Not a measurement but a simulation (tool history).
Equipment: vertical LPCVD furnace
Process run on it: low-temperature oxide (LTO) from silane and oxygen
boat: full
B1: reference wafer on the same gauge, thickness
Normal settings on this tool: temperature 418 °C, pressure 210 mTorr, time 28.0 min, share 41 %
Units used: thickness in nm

run 1 hour=0.0 | temperature=418 pressure=210 time=28.0 share=37 | B1=363.87 | thickness=280.95
run 2 hour=12.9 | temperature=418 pressure=210 time=28.0 share=41 | B1=363.54 | thickness=314.08
run 3 hour=39.0 | temperature=418 pressure=210 time=28.0 share=41 | B1=364.23 | thickness=316.56
run 4 hour=58.2 | temperature=418 pressure=210 time=28.0 share=41 | B1=363.80 | thickness=314.81
run 5 hour=87.8 | temperature=418 pressure=210 time=28.0 share=41 | B1=363.69 | thickness=315.35
run 6 hour=103.9 | temperature=418 pressure=210 time=28.0 share=41 | B1=363.78 | thickness=316.12
run 7 hour=124.6 | temperature=418 pressure=185 time=25.0 share=41 | B1=364.40 | thickness=247.02
run 8 hour=139.8 | temperature=418 pressure=210 time=28.0 share=41 | B1=364.08 | thickness=318.27
run 9 hour=175.0 | temperature=426 pressure=165 time=28.0 share=46 | B1=363.79 | thickness=298.68
-- hour=270.1 pressure gauge zeroed
run 10 hour=270.6 | temperature=418 pressure=175 time=28.0 share=37 | B1=363.27 | thickness=245.25
run 11 hour=275.2 | temperature=430 pressure=225 time=22.5 share=41 | B1=363.73 | thickness=319.65
run 12 hour=291.7 | temperature=418 pressure=230 time=28.0 share=45 | B1=364.54 | thickness=395.28
-- hour=332.9 thermocouples replaced and temperature profile calibrated
run 13 hour=333.4 | temperature=428 pressure=245 time=28.0 share=41 | B1=363.29 | thickness=427.31
run 14 hour=338.0 | temperature=418 pressure=210 time=17.5 share=41 | B1=363.94 | thickness=206.12
run 15 hour=344.3 | temperature=418 pressure=210 time=28.0 share=36 | B1=364.41 | thickness=281.09
run 16 hour=362.0 | temperature=425 pressure=240 time=28.0 share=41 | B1=363.87 | thickness=403.68
run 17 hour=446.1 | temperature=418 pressure=235 time=28.0 share=34 | B1=364.76 | thickness=292.84
run 18 hour=473.1 | temperature=418 pressure=210 time=28.0 share=41 | B1=363.52 | thickness=329.16
run 19 hour=505.1 | temperature=418 pressure=185 time=25.0 share=41 | B1=364.29 | thickness=257.25
-- hour=505.8 gauge calibrated
run 20 hour=520.5 | temperature=423 pressure=210 time=28.0 share=41 | B1=364.34 | thickness=346.38
run 21 hour=551.9 | temperature=418 pressure=210 time=28.0 share=41 | B1=363.76 | thickness=327.14
run 22 hour=577.4 | temperature=422 pressure=185 time=28.0 share=35 | B1=364.18 | thickness=249.81
run 23 hour=590.5 | temperature=428 pressure=210 time=28.0 share=41 | B1=364.09 | thickness=363.53
run 24 hour=605.8 | temperature=410 pressure=260 time=17.0 share=39 | B1=364.11 | thickness=215.26
run 25 hour=626.2 | temperature=424 pressure=190 time=28.0 share=41 | B1=364.54 | thickness=315.07
run 26 hour=646.4 | temperature=418 pressure=210 time=28.0 share=41 | B1=363.76 | thickness=327.14
run 27 hour=669.6 | temperature=427 pressure=210 time=28.0 share=41 | B1=364.08 | thickness=358.80
run 28 hour=682.8 | temperature=418 pressure=185 time=28.0 share=41 | B1=364.05 | thickness=287.84
run 29 hour=706.8 | temperature=407 pressure=165 time=28.0 share=41 | B1=363.84 | thickness=229.50
run 30 hour=726.2 | temperature=418 pressure=175 time=28.0 share=41 | B1=363.67 | thickness=274.37
run 31 hour=758.9 | temperature=418 pressure=210 time=28.0 share=41 | B1=363.85 | thickness=328.97

Each row is a separate what-if for the run after 31, all from the same tool condition, not one after another. Results?
run A hour=763.6 | temperature=418 pressure=210 time=28.0 share=41 | B1=? | thickness=?
run B hour=763.6 | temperature=425 pressure=210 time=28.0 share=41 | B1=? | thickness=?
run C hour=763.6 | temperature=418 pressure=210 time=20.5 share=41 | B1=? | thickness=?
run D hour=763.6 | temperature=418 pressure=195 time=17.0 share=41 | B1=? | thickness=?

run=A B1=363.87 thickness=326.70
run=B B1=363.87 thickness=350.54
run=C B1=363.87 thickness=239.19
run=D B1=363.87 thickness=184.08
The same runs, with their run-to-run variation unchanged, on a tool lacking any hidden condition would have given:
run=A thickness=329.22
run=B thickness=353.24
run=C thickness=241.03
run=D thickness=185.61

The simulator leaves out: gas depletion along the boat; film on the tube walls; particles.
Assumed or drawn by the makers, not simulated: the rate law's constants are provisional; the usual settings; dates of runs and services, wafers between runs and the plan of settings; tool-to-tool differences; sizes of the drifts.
